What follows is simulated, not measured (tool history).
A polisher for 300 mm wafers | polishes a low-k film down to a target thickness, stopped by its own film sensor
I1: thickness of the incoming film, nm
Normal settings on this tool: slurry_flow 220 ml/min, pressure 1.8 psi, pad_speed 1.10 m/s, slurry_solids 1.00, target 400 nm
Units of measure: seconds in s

run 1 hour=0.0 | slurry_flow=220 pressure=1.8 pad_speed=1.10 slurry_solids=1.00 target=400 | I1=462.2 | seconds=165.5
run 2 hour=101.7 | slurry_flow=245 pressure=1.8 pad_speed=1.34 slurry_solids=1.00 target=400 | I1=455.0 | seconds=134.8
-- hour=131.7 worn pad replaced by a new one
-- hour=151.6 slurry nozzle cleaned
-- hour=166.7 conditioning disc replaced and pad reconditioned
run 3 hour=190.8 | slurry_flow=245 pressure=1.8 pad_speed=1.34 slurry_solids=1.00 target=400 | I1=459.2 | seconds=121.4
-- hour=270.3 slurry blender recalibrated
run 4 hour=293.4 | slurry_flow=220 pressure=1.8 pad_speed=1.10 slurry_solids=1.00 target=400 | I1=458.7 | seconds=140.3
run 5 hour=376.1 | slurry_flow=220 pressure=1.8 pad_speed=1.10 slurry_solids=1.00 target=400 | I1=466.2 | seconds=168.2
run 6 hour=480.3 | slurry_flow=220 pressure=1.8 pad_speed=1.26 slurry_solids=1.00 target=400 | I1=459.1 | seconds=136.5
run 7 hour=532.3 | slurry_flow=220 pressure=1.8 pad_speed=0.94 slurry_solids=1.00 target=400 | I1=453.1 | seconds=152.6
run 8 hour=601.3 | slurry_flow=220 pressure=1.8 pad_speed=0.94 slurry_solids=1.00 target=400 | I1=452.3 | seconds=155.6
-- hour=611.1 head pressure recalibrated
run 9 hour=641.5 | slurry_flow=220 pressure=1.8 pad_speed=1.10 slurry_solids=1.00 target=400 | I1=459.8 | seconds=161.0
-- hour=715.0 worn pad replaced by a new one
run 10 hour=715.5 | slurry_flow=190 pressure=1.8 pad_speed=1.10 slurry_solids=0.80 target=400 | I1=460.1 | seconds=160.9
-- hour=816.3 slurry nozzle cleaned
-- hour=838.2 conditioning disc replaced and pad reconditioned
run 11 hour=862.8 | slurry_flow=220 pressure=2.2 pad_speed=1.22 slurry_solids=1.00 target=408 | I1=452.5 | seconds=88.5
run 12 hour=933.4 | slurry_flow=220 pressure=2.3 pad_speed=1.10 slurry_solids=1.20 target=400 | I1=462.4 | seconds=130.8
-- hour=959.2 slurry blender recalibrated
run 13 hour=1030.7 | slurry_flow=220 pressure=1.3 pad_speed=0.92 slurry_solids=1.00 target=400 | I1=454.3 | seconds=192.3
run 14 hour=1074.8 | slurry_flow=220 pressure=1.8 pad_speed=1.10 slurry_solids=1.00 target=400 | I1=452.8 | seconds=141.6
run 15 hour=1175.0 | slurry_flow=220 pressure=1.8 pad_speed=1.10 slurry_solids=1.00 target=400 | I1=461.7 | seconds=162.7
run 16 hour=1241.7 | slurry_flow=220 pressure=2.3 pad_speed=1.10 slurry_solids=0.80 target=400 | I1=460.9 | seconds=146.9
-- hour=1260.0 head pressure recalibrated
-- hour=1298.4 worn pad replaced by a new one
run 17 hour=1330.7 | slurry_flow=220 pressure=1.8 pad_speed=0.90 slurry_solids=1.00 target=400 | I1=465.1 | seconds=188.2
run 18 hour=1397.0 | slurry_flow=220 pressure=1.8 pad_speed=1.10 slurry_solids=1.00 target=400 | I1=458.2 | seconds=146.0
run 19 hour=1470.4 | slurry_flow=220 pressure=1.8 pad_speed=1.10 slurry_solids=1.00 target=409 | I1=459.2 | seconds=120.7
run 20 hour=1547.6 | slurry_flow=220 pressure=1.8 pad_speed=0.94 slurry_solids=1.00 target=393 | I1=464.4 | seconds=202.8
-- hour=1562.4 conditioning disc replaced and pad reconditioned
-- hour=1592.3 slurry nozzle cleaned
run 21 hour=1622.5 | slurry_flow=165 pressure=1.2 pad_speed=1.10 slurry_solids=0.70 target=400 | I1=456.4 | seconds=204.7
run 22 hour=1677.9 | slurry_flow=145 pressure=1.8 pad_speed=0.88 slurry_solids=1.00 target=407 | I1=461.8 | seconds=174.4
-- hour=1699.0 slurry blender recalibrated
run 23 hour=1767.6 | slurry_flow=165 pressure=1.2 pad_speed=1.10 slurry_solids=0.70 target=400 | I1=460.6 | seconds=223.3
run 24 hour=1811.2 | slurry_flow=220 pressure=1.8 pad_speed=1.10 slurry_solids=0.85 target=400 | I1=459.9 | seconds=172.8
run 25 hour=1916.6 | slurry_flow=220 pressure=1.8 pad_speed=1.10 slurry_solids=1.00 target=400 | I1=464.3 | seconds=177.2
-- hour=1930.4 worn pad replaced by a new one
-- hour=1968.6 head pressure recalibrated
run 26 hour=2022.5 | slurry_flow=220 pressure=1.8 pad_speed=1.10 slurry_solids=1.00 target=400 | I1=456.0 | seconds=137.0

Each row is a separate what-if for the run after 26, all from the same tool condition, not one after another. Results?
run A hour=2023.0 | slurry_flow=220 pressure=1.8 pad_speed=1.10 slurry_solids=1.00 target=400 | I1=455.7 | seconds=?
run B hour=2023.0 | slurry_flow=220 pressure=1.8 pad_speed=1.42 slurry_solids=0.80 target=400 | I1=455.7 | seconds=?
run C hour=2023.0 | slurry_flow=220 pressure=1.3 pad_speed=1.10 slurry_solids=1.00 target=400 | I1=455.7 | seconds=?

run=A seconds=137.4
run=B seconds=118.6
run=C seconds=164.9
With the hidden condition removed and each run's random variation left untouched, the same runs would have given:
run=A seconds=136.4
run=B seconds=117.8
run=C seconds=163.7
